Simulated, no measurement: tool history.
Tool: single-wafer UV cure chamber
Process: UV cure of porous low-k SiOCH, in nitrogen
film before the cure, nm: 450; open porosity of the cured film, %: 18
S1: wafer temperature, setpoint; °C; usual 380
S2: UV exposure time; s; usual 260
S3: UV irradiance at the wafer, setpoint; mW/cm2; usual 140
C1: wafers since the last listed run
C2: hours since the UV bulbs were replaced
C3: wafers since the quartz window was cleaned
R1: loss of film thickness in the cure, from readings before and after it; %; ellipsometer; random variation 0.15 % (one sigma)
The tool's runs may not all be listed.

{"run": 1, "hour": 0.0, "S1": 380, "S2": 260, "S3": 140, "C1": 0, "C2": 1295.0, "C3": 1238, "R1": 12.288}
{"hour": 1.6, "done": "quartz window cleaned"}
{"run": 2, "hour": 8.6, "S1": 380, "S2": 260, "S3": 140, "C1": 56, "C2": 1303.6, "C3": 56, "R1": 13.278}
{"run": 3, "hour": 21.1, "S1": 380, "S2": 260, "S3": 140, "C1": 101, "C2": 1316.1, "C3": 158, "R1": 12.998}
{"run": 4, "hour": 35.7, "S1": 380, "S2": 260, "S3": 140, "C1": 118, "C2": 1330.7, "C3": 276, "R1": 12.968}
{"run": 5, "hour": 53.4, "S1": 380, "S2": 260, "S3": 140, "C1": 143, "C2": 1348.4, "C3": 420, "R1": 12.918}
{"run": 6, "hour": 60.7, "S1": 380, "S2": 260, "S3": 140, "C1": 59, "C2": 1355.7, "C3": 479, "R1": 12.979}
{"run": 7, "hour": 69.3, "S1": 380, "S2": 260, "S3": 161, "C1": 69, "C2": 1364.3, "C3": 549, "R1": 13.768}
{"run": 8, "hour": 78.2, "S1": 380, "S2": 260, "S3": 161, "C1": 72, "C2": 1373.2, "C3": 621, "R1": 13.434}
{"run": 9, "hour": 90.9, "S1": 380, "S2": 260, "S3": 140, "C1": 103, "C2": 1385.9, "C3": 724, "R1": 12.697}
{"run": 10, "hour": 102.4, "S1": 380, "S2": 260, "S3": 140, "C1": 93, "C2": 1397.4, "C3": 817, "R1": 12.766}
{"run": 11, "hour": 118.3, "S1": 380, "S2": 260, "S3": 140, "C1": 129, "C2": 1413.3, "C3": 946, "R1": 12.716}
{"run": 12, "hour": 129.4, "S1": 380, "S2": 260, "S3": 140, "C1": 90, "C2": 1424.4, "C3": 1037, "R1": 12.522}
{"hour": 147.8, "done": "quartz window cleaned"}
{"run": 13, "hour": 148.3, "S1": 380, "S2": 260, "S3": 140, "C1": 88, "C2": 1443.3, "C3": 4, "R1": 13.17}
{"run": 14, "hour": 156.2, "S1": 380, "S2": 260, "S3": 140, "C1": 64, "C2": 1451.2, "C3": 68, "R1": 12.967}
{"run": 15, "hour": 163.7, "S1": 380, "S2": 310, "S3": 171, "C1": 60, "C2": 1458.7, "C3": 129, "R1": 15.195}
{"run": 16, "hour": 176.2, "S1": 380, "S2": 310, "S3": 171, "C1": 101, "C2": 1471.2, "C3": 230, "R1": 15.36}
{"hour": 197.6, "done": "UV bulbs replaced"}
{"run": 17, "hour": 198.1, "S1": 367, "S2": 260, "S3": 140, "C1": 112, "C2": 0.5, "C3": 343, "R1": 12.582}
{"run": 18, "hour": 199.3, "S1": 380, "S2": 260, "S3": 140, "C1": 9, "C2": 1.7, "C3": 353, "R1": 13.035}
{"run": 19, "hour": 216.2, "S1": 380, "S2": 260, "S3": 140, "C1": 137, "C2": 18.6, "C3": 490, "R1": 12.891}
{"run": 20, "hour": 223.7, "S1": 380, "S2": 260, "S3": 140, "C1": 60, "C2": 26.1, "C3": 551, "R1": 12.767}
{"run": 21, "hour": 234.3, "S1": 380, "S2": 170, "S3": 140, "C1": 86, "C2": 36.7, "C3": 637, "R1": 10.657}
{"run": 22, "hour": 244.4, "S1": 380, "S2": 260, "S3": 105, "C1": 81, "C2": 46.8, "C3": 719, "R1": 11.478}
{"run": 23, "hour": 261.4, "S1": 391, "S2": 370, "S3": 140, "C1": 137, "C2": 63.8, "C3": 856, "R1": 14.282}
{"run": 24, "hour": 274.4, "S1": 399, "S2": 370, "S3": 124, "C1": 105, "C2": 76.8, "C3": 962, "R1": 14.342}
{"hour": 283.4, "done": "quartz window cleaned"}
{"run": 25, "hour": 288.6, "S1": 380, "S2": 190, "S3": 176, "C1": 50, "C2": 91.0, "C3": 42, "R1": 13.061}
{"run": 26, "hour": 302.2, "S1": 398, "S2": 260, "S3": 140, "C1": 110, "C2": 104.6, "C3": 152, "R1": 13.515}
{"run": 27, "hour": 318.2, "S1": 380, "S2": 260, "S3": 140, "C1": 129, "C2": 120.6, "C3": 282, "R1": 12.904}
{"run": 28, "hour": 325.7, "S1": 360, "S2": 360, "S3": 114, "C1": 60, "C2": 128.1, "C3": 343, "R1": 13.166}
{"run": 29, "hour": 332.2, "S1": 366, "S2": 365, "S3": 173, "C1": 52, "C2": 134.6, "C3": 396, "R1": 15.296}
{"run": 30, "hour": 344.4, "S1": 380, "S2": 260, "S3": 140, "C1": 98, "C2": 146.8, "C3": 495, "R1": 13.08}
{"run": 31, "hour": 361.0, "S1": 371, "S2": 340, "S3": 129, "C1": 134, "C2": 163.4, "C3": 630, "R1": 13.564}
{"run": 32, "hour": 370.5, "S1": 390, "S2": 135, "S3": 153, "C1": 77, "C2": 172.9, "C3": 707, "R1": 10.374}
{"run": 33, "hour": 381.5, "S1": 371, "S2": 400, "S3": 140, "C1": 89, "C2": 183.9, "C3": 796, "R1": 15.06}
{"run": 34, "hour": 388.0, "S1": 380, "S2": 260, "S3": 140, "C1": 52, "C2": 190.4, "C3": 849, "R1": 12.888}
{"run": 35, "hour": 396.9, "S1": 380, "S2": 260, "S3": 118, "C1": 72, "C2": 199.3, "C3": 921, "R1": 11.618}
{"run": 36, "hour": 404.5, "S1": 380, "S2": 260, "S3": 140, "C1": 61, "C2": 206.9, "C3": 983, "R1": 12.47}
{"hour": 419.1, "done": "quartz window cleaned"}
{"run": 37, "hour": 419.6, "S1": 380, "S2": 260, "S3": 117, "C1": 57, "C2": 222.0, "C3": 3, "R1": 12.691}
{"run": 38, "hour": 434.8, "S1": 380, "S2": 260, "S3": 120, "C1": 123, "C2": 237.2, "C3": 127, "R1": 12.654}
{"run": 39, "hour": 445.2, "S1": 362, "S2": 105, "S3": 129, "C1": 84, "C2": 247.6, "C3": 211, "R1": 8.232}
{"run": 40, "hour": 451.9, "S1": 380, "S2": 375, "S3": 140, "C1": 54, "C2": 254.3, "C3": 266, "R1": 14.875}
{"run": 41, "hour": 462.7, "S1": 380, "S2": 260, "S3": 140, "C1": 87, "C2": 265.1, "C3": 353, "R1": 12.954}
{"run": 42, "hour": 475.6, "S1": 372, "S2": 315, "S3": 122, "C1": 104, "C2": 278.0, "C3": 458, "R1": 13.206}

Forecast each of these 3 alternatives for the next run:
{"run": "A", "hour": 476.1, "S1": 380, "S2": 260, "S3": 125, "C1": 4, "C2": 278.5, "C3": 462, "R1": "?"}
{"run": "B", "hour": 476.1, "S1": 360, "S2": 260, "S3": 119, "C1": 4, "C2": 278.5, "C3": 462, "R1": "?"}
{"run": "C", "hour": 476.1, "S1": 380, "S2": 360, "S3": 156, "C1": 4, "C2": 278.5, "C3": 462, "R1": "?"}

run=A R1=12.586
run=B R1=11.943
run=C R1=15.307
Without the tool's hidden state the same runs would have given:
run=A R1=12.891
run=B R1=12.244
run=C R1=15.626
